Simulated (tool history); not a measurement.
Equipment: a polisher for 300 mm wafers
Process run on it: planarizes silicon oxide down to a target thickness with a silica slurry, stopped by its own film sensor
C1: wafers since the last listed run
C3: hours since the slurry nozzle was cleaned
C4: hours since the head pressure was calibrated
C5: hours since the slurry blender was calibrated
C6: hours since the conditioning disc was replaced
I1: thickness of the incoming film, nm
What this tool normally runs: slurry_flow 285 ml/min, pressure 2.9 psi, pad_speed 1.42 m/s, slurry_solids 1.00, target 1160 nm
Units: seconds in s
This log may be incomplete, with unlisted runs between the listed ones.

run 1 hour=0.0 | slurry_flow=245 pressure=2.5 pad_speed=1.42 slurry_solids=1.00 target=1160 | C1=0 wafers_polished_on_this_pad=759 C3=166.1 C4=877.2 C5=121.7 C6=59.5 | I1=1385.2 | seconds=110.5
-- hour=16.6 worn pad replaced by a new one
run 2 hour=30.1 | slurry_flow=335 pressure=2.9 pad_speed=1.42 slurry_solids=1.00 target=1118 | C1=245 wafers_polished_on_this_pad=126 C3=196.2 C4=907.3 C5=151.8 C6=89.6 | I1=1355.2 | seconds=87.1
run 3 hour=44.8 | slurry_flow=335 pressure=2.9 pad_speed=1.42 slurry_solids=1.00 target=1118 | C1=138 wafers_polished_on_this_pad=264 C3=210.9 C4=922.0 C5=166.5 C6=104.3 | I1=1363.5 | seconds=92.0
-- hour=55.3 slurry blender recalibrated
-- hour=58.5 conditioning disc replaced and pad reconditioned
run 4 hour=65.0 | slurry_flow=335 pressure=2.9 pad_speed=1.42 slurry_solids=1.00 target=1118 | C1=152 wafers_polished_on_this_pad=416 C3=231.1 C4=942.2 C5=9.7 C6=6.5 | I1=1353.2 | seconds=92.5
run 5 hour=73.5 | slurry_flow=285 pressure=2.9 pad_speed=1.42 slurry_solids=1.00 target=1160 | C1=79 wafers_polished_on_this_pad=496 C3=239.6 C4=950.7 C5=18.2 C6=15.0 | I1=1378.6 | seconds=88.8
run 6 hour=84.4 | slurry_flow=285 pressure=2.9 pad_speed=1.42 slurry_solids=1.00 target=1160 | C1=102 wafers_polished_on_this_pad=599 C3=250.5 C4=961.6 C5=29.1 C6=25.9 | I1=1362.5 | seconds=81.7
run 7 hour=97.0 | slurry_flow=285 pressure=2.9 pad_speed=1.42 slurry_solids=1.00 target=1160 | C1=118 wafers_polished_on_this_pad=717 C3=263.1 C4=974.2 C5=41.7 C6=38.5 | I1=1387.2 | seconds=94.3
-- hour=109.0 worn pad replaced by a new one
run 8 hour=112.7 | slurry_flow=285 pressure=2.9 pad_speed=1.04 slurry_solids=1.00 target=1160 | C1=109 wafers_polished_on_this_pad=34 C3=278.8 C4=989.9 C5=57.4 C6=54.2 | I1=1389.7 | seconds=111.5
run 9 hour=125.2 | slurry_flow=350 pressure=2.5 pad_speed=1.42 slurry_solids=1.00 target=1160 | C1=117 wafers_polished_on_this_pad=152 C3=291.3 C4=1002.4 C5=69.9 C6=66.7 | I1=1351.9 | seconds=85.6
run 10 hour=132.8 | slurry_flow=285 pressure=2.1 pad_speed=1.42 slurry_solids=1.00 target=1160 | C1=71 wafers_polished_on_this_pad=223 C3=298.9 C4=1010.0 C5=77.5 C6=74.3 | I1=1366.0 | seconds=114.3
-- hour=142.8 slurry nozzle cleaned
run 11 hour=144.4 | slurry_flow=215 pressure=2.9 pad_speed=1.64 slurry_solids=0.75 target=1223 | C1=99 wafers_polished_on_this_pad=323 C3=1.6 C4=1021.6 C5=89.1 C6=85.9 | I1=1376.0 | seconds=63.4
run 12 hour=156.1 | slurry_flow=220 pressure=2.9 pad_speed=1.42 slurry_solids=1.20 target=1160 | C1=109 wafers_polished_on_this_pad=433 C3=13.3 C4=1033.3 C5=100.8 C6=97.6 | I1=1340.9 | seconds=67.0

Expected results for the next run?
-- hour=160.6 conditioning disc replaced and pad reconditioned
run 13 hour=173.1 | slurry_flow=330 pressure=2.9 pad_speed=1.42 slurry_solids=1.00 target=1233 | C1=140 wafers_polished_on_this_pad=574 C3=30.3 C4=1050.3 C5=117.8 C6=12.5 | I1=1362.7 | seconds=?

seconds: 51.7 s
Were there no unlogged condition in the tool, this run, its random variation unchanged, would have produced seconds 48.2 s.
